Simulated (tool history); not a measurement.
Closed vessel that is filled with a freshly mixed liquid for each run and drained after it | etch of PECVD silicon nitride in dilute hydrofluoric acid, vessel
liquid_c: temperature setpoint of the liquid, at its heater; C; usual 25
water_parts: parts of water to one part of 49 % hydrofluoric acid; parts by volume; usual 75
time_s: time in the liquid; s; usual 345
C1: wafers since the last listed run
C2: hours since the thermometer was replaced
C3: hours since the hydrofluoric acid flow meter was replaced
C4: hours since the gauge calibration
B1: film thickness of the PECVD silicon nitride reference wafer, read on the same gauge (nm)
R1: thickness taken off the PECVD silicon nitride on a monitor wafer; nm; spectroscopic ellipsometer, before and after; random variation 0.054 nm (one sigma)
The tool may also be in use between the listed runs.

run 1 hour=0 | liquid_c=25 water_parts=75 time_s=345 | C1=0 C2=591.3 C3=1746 C4=587.4 | B1=39.99 | R1=10.89
run 2 hour=13.9 | liquid_c=25 water_parts=75 time_s=345 | C1=1238 C2=605.2 C3=1759.9 C4=601.3 | B1=40.01 | R1=10.92
run 3 hour=40.8 | liquid_c=25 water_parts=75 time_s=345 | C1=2397 C2=632.1 C3=1786.8 C4=628.2 | B1=39.99 | R1=11
run 4 hour=75.2 | liquid_c=25 water_parts=75 time_s=345 | C1=3065 C2=666.5 C3=1821.2 C4=662.6 | B1=40.01 | R1=10.96
run 5 hour=92.7 | liquid_c=25 water_parts=95 time_s=345 | C1=1559 C2=684 C3=1838.7 C4=680.1 | B1=40.01 | R1=8.67
run 6 hour=126.5 | liquid_c=25 water_parts=75 time_s=345 | C1=3012 C2=717.8 C3=1872.5 C4=713.9 | B1=39.98 | R1=10.97
run 7 hour=160 | liquid_c=25 water_parts=75 time_s=345 | C1=2985 C2=751.3 C3=1906 C4=747.4 | B1=40.01 | R1=10.97
run 8 hour=186 | liquid_c=25 water_parts=75 time_s=345 | C1=2316 C2=777.3 C3=1932 C4=773.4 | B1=40.02 | R1=10.9
run 9 hour=222.9 | liquid_c=25 water_parts=75 time_s=345 | C1=3288 C2=814.2 C3=1968.9 C4=810.3 | B1=39.97 | R1=11
run 10 hour=240.4 | liquid_c=25 water_parts=75 time_s=345 | C1=1559 C2=831.7 C3=1986.4 C4=827.8 | B1=39.99 | R1=11.12
run 11 hour=260.3 | liquid_c=25 water_parts=75 time_s=345 | C1=1773 C2=851.6 C3=2006.3 C4=847.7 | B1=40.01 | R1=10.96
run 12 hour=286.7 | liquid_c=25 water_parts=75 time_s=345 | C1=2352 C2=878 C3=2032.7 C4=874.1 | B1=40.02 | R1=11.12
run 13 hour=299.8 | liquid_c=25 water_parts=75 time_s=345 | C1=1167 C2=891.1 C3=2045.8 C4=887.2 | B1=40.03 | R1=11.04
-- hour=325.3 thermometer replaced
run 14 hour=332 | liquid_c=25 water_parts=75 time_s=345 | C1=2780 C2=6.7 C3=2078 C4=919.4 | B1=39.99 | R1=10.58
run 15 hour=356.4 | liquid_c=22.5 water_parts=45 time_s=235 | C1=2174 C2=31.1 C3=2102.4 C4=943.8 | B1=39.99 | R1=10.07
run 16 hour=374.2 | liquid_c=22.5 water_parts=75 time_s=345 | C1=1586 C2=48.9 C3=2120.2 C4=961.6 | B1=40 | R1=9
run 17 hour=403.1 | liquid_c=23.5 water_parts=75 time_s=285 | C1=2575 C2=77.8 C3=2149.1 C4=990.5 | B1=39.96 | R1=7.92
run 18 hour=421 | liquid_c=20.5 water_parts=75 time_s=505 | C1=1595 C2=95.7 C3=2167 C4=1008.4 | B1=40.02 | R1=11.49
run 19 hour=435.7 | liquid_c=26.5 water_parts=75 time_s=345 | C1=1309 C2=110.4 C3=2181.7 C4=1023.1 | B1=40.02 | R1=11.82
run 20 hour=463.2 | liquid_c=29 water_parts=110 time_s=480 | C1=2450 C2=137.9 C3=2209.2 C4=1050.6 | B1=39.98 | R1=13.1
run 21 hour=481.3 | liquid_c=25 water_parts=75 time_s=345 | C1=1612 C2=156 C3=2227.3 C4=1068.7 | B1=40.01 | R1=10.71
run 22 hour=497.1 | liquid_c=30 water_parts=90 time_s=525 | C1=1408 C2=171.8 C3=2243.1 C4=1084.5 | B1=39.99 | R1=18.55
-- hour=508.9 gauge calibrated
-- hour=509.4 hydrofluoric acid flow meter replaced
run 23 hour=521.4 | liquid_c=25 water_parts=75 time_s=175 | C1=2076 C2=196.1 C3=12 C4=12.5 | B1=39.98 | R1=5.43
run 24 hour=555.6 | liquid_c=25 water_parts=75 time_s=345 | C1=3047 C2=230.3 C3=46.2 C4=46.7 | B1=39.99 | R1=10.83
run 25 hour=580.4 | liquid_c=26.5 water_parts=90 time_s=285 | C1=2210 C2=255.1 C3=71 C4=71.5 | B1=40 | R1=8.24
run 26 hour=611.5 | liquid_c=25 water_parts=90 time_s=445 | C1=2771 C2=286.2 C3=102.1 C4=102.6 | B1=40.03 | R1=11.72
run 27 hour=640.3 | liquid_c=22.5 water_parts=100 time_s=480 | C1=2566 C2=315 C3=130.9 C4=131.4 | B1=40.02 | R1=9.52
run 28 hour=655.7 | liquid_c=25 water_parts=55 time_s=435 | C1=1372 C2=330.4 C3=146.3 C4=146.8 | B1=39.99 | R1=18.48
run 29 hour=690.6 | liquid_c=25 water_parts=75 time_s=145 | C1=3110 C2=365.3 C3=181.2 C4=181.7 | B1=40 | R1=4.49
run 30 hour=708.7 | liquid_c=20.5 water_parts=110 time_s=470 | C1=1612 C2=383.4 C3=199.3 C4=199.8 | B1=40 | R1=7.54
run 31 hour=725.6 | liquid_c=27 water_parts=110 time_s=345 | C1=1506 C2=400.3 C3=216.2 C4=216.7 | B1=40 | R1=8.42
run 32 hour=742.1 | liquid_c=25 water_parts=75 time_s=345 | C1=1470 C2=416.8 C3=232.7 C4=233.2 | B1=39.98 | R1=10.84
run 33 hour=757.2 | liquid_c=21.5 water_parts=50 time_s=345 | C1=1345 C2=431.9 C3=247.8 C4=248.3 | B1=40 | R1=12.73

What the log doesn't show, run by run:
hydrofluoric acid flow above the setpoint (%): 0 in every run
gauge reads high (%): 0 in every run
H1: liquid hotter than its thermometer reads (K)
run=1 H1=0.373
run=2 H1=0.381
run=3 H1=0.397
run=4 H1=0.416
run=5 H1=0.426
run=6 H1=0.446
run=7 H1=0.465
run=8 H1=0.48
run=9 H1=0.502
run=10 H1=0.512
run=11 H1=0.523
run=12 H1=0.539
run=13 H1=0.546
run=14 H1=0.0294
run=15 H1=0.0435
run=16 H1=0.0538
run=17 H1=0.0705
run=18 H1=0.0808
run=19 H1=0.0893
run=20 H1=0.105
run=21 H1=0.116
run=22 H1=0.125
run=23 H1=0.139
run=24 H1=0.159
run=25 H1=0.173
run=26 H1=0.191
run=27 H1=0.208
run=28 H1=0.216
run=29 H1=0.237
run=30 H1=0.247
run=31 H1=0.257
run=32 H1=0.266
run=33 H1=0.275

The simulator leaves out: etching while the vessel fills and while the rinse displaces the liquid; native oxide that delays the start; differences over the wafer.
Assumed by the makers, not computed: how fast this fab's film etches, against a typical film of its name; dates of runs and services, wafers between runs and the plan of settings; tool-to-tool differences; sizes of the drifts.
